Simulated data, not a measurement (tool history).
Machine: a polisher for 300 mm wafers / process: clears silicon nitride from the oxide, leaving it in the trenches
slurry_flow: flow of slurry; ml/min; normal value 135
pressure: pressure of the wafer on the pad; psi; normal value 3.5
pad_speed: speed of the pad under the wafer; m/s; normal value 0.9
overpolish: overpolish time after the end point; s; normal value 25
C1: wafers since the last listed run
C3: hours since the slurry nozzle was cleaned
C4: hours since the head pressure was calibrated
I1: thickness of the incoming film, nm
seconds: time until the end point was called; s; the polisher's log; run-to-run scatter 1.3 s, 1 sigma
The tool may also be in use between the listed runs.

{"run": 1, "hour": 0.0, "slurry_flow": 115, "pressure": 3.5, "pad_speed": 0.82, "overpolish": 25, "C1": 0, "wafers polished on this pad": 291, "C3": 121.3, "C4": 555.3, "I1": 150.2, "seconds": 176.9}
{"run": 2, "hour": 31.5, "slurry_flow": 115, "pressure": 3.5, "pad_speed": 0.82, "overpolish": 25, "C1": 203, "wafers polished on this pad": 495, "C3": 152.8, "C4": 586.8, "I1": 150.2, "seconds": 177}
{"run": 3, "hour": 99.8, "slurry_flow": 115, "pressure": 3.5, "pad_speed": 0.82, "overpolish": 25, "C1": 441, "wafers polished on this pad": 936, "C3": 221.1, "C4": 655.1, "I1": 150.2, "seconds": 181.2}
{"run": 4, "hour": 127.6, "slurry_flow": 115, "pressure": 3.2, "pad_speed": 0.9, "overpolish": 25, "C1": 179, "wafers polished on this pad": 1116, "C3": 248.9, "C4": 682.9, "I1": 150.3, "seconds": 183.7}
{"hour": 191.2, "done": "worn pad replaced by a new one"}
{"run": 5, "hour": 195.6, "slurry_flow": 110, "pressure": 3.5, "pad_speed": 1.14, "overpolish": 25, "C1": 413, "wafers polished on this pad": 28, "C3": 316.9, "C4": 750.9, "I1": 147.9, "seconds": 134.9}
{"run": 6, "hour": 256.7, "slurry_flow": 135, "pressure": 3.5, "pad_speed": 0.9, "overpolish": 25, "C1": 394, "wafers polished on this pad": 423, "C3": 378, "C4": 812, "I1": 150.4, "seconds": 159.7}
{"run": 7, "hour": 285.4, "slurry_flow": 135, "pressure": 3.5, "pad_speed": 0.9, "overpolish": 25, "C1": 185, "wafers polished on this pad": 608, "C3": 406.7, "C4": 840.7, "I1": 148.3, "seconds": 158.7}
{"hour": 355.1, "done": "head pressure recalibrated"}
{"hour": 380.9, "done": "slurry nozzle cleaned"}
{"hour": 390.4, "done": "worn pad replaced by a new one, of another model than before"}
{"run": 8, "hour": 414.4, "slurry_flow": 135, "pressure": 3.5, "pad_speed": 0.9, "overpolish": 25, "C1": 788, "wafers polished on this pad": 154, "C3": 33.5, "C4": 59.3, "I1": 149.2, "seconds": 153.8}
{"run": 9, "hour": 452.2, "slurry_flow": 135, "pressure": 3.5, "pad_speed": 0.9, "overpolish": 25, "C1": 244, "wafers polished on this pad": 399, "C3": 71.3, "C4": 97.1, "I1": 152.7, "seconds": 160.1}
{"run": 10, "hour": 502.6, "slurry_flow": 135, "pressure": 3.5, "pad_speed": 0.9, "overpolish": 25, "C1": 325, "wafers polished on this pad": 724, "C3": 121.7, "C4": 147.5, "I1": 149.5, "seconds": 164}
{"run": 11, "hour": 535.9, "slurry_flow": 115, "pressure": 3.9, "pad_speed": 0.9, "overpolish": 25, "C1": 215, "wafers polished on this pad": 939, "C3": 155, "C4": 180.8, "I1": 147.3, "seconds": 170.7}
{"run": 12, "hour": 584.4, "slurry_flow": 100, "pressure": 3.5, "pad_speed": 0.9, "overpolish": 32, "C1": 313, "wafers polished on this pad": 1253, "C3": 203.5, "C4": 229.3, "I1": 147.9, "seconds": 224.7}
{"hour": 612.8, "done": "worn pad replaced by a new one"}
{"run": 13, "hour": 654.8, "slurry_flow": 120, "pressure": 3.5, "pad_speed": 0.9, "overpolish": 25, "C1": 429, "wafers polished on this pad": 271, "C3": 273.9, "C4": 299.7, "I1": 149.5, "seconds": 201.7}
{"run": 14, "hour": 680.4, "slurry_flow": 135, "pressure": 3.5, "pad_speed": 0.76, "overpolish": 25, "C1": 165, "wafers polished on this pad": 436, "C3": 299.5, "C4": 325.3, "I1": 150.2, "seconds": 212.9}
{"run": 15, "hour": 705.2, "slurry_flow": 170, "pressure": 3.5, "pad_speed": 0.9, "overpolish": 25, "C1": 160, "wafers polished on this pad": 596, "C3": 324.3, "C4": 350.1, "I1": 150.9, "seconds": 169.9}
{"run": 16, "hour": 732.7, "slurry_flow": 115, "pressure": 3.9, "pad_speed": 0.9, "overpolish": 25, "C1": 177, "wafers polished on this pad": 774, "C3": 351.8, "C4": 377.6, "I1": 150.1, "seconds": 209.5}
{"run": 17, "hour": 804.7, "slurry_flow": 145, "pressure": 3.2, "pad_speed": 0.8, "overpolish": 11, "C1": 465, "wafers polished on this pad": 1239, "C3": 423.8, "C4": 449.6, "I1": 152.1, "seconds": 229.7}
{"hour": 829.1, "done": "worn pad replaced by a new one"}
{"run": 18, "hour": 858.6, "slurry_flow": 135, "pressure": 2.8, "pad_speed": 0.9, "overpolish": 25, "C1": 322, "wafers polished on this pad": 190, "C3": 477.7, "C4": 503.5, "I1": 148.5, "seconds": 242.2}

Measured minus without-hidden-state, run by run (identical run-to-run variation in each term; gauge scatter may differ):
The tool's hidden condition here consists of: removal rate lost through wear of the pad, %; slurry flow missing at the pad, %; deviation of the head's pressure from its setpoint, %.
run=1 seconds=+10
run=2 seconds=+12
run=3 seconds=+16
run=4 seconds=+17.5
run=5 seconds=+15.3
run=6 seconds=+16.3
run=7 seconds=+16.6
run=8 seconds=+6.8
run=9 seconds=+12.1
run=10 seconds=+19.2
run=11 seconds=+30.5
run=12 seconds=+60.2
run=13 seconds=+52.3
run=14 seconds=+50.6
run=15 seconds=+32.4
run=16 seconds=+66.7
run=17 seconds=+61.3
run=18 seconds=+73.8

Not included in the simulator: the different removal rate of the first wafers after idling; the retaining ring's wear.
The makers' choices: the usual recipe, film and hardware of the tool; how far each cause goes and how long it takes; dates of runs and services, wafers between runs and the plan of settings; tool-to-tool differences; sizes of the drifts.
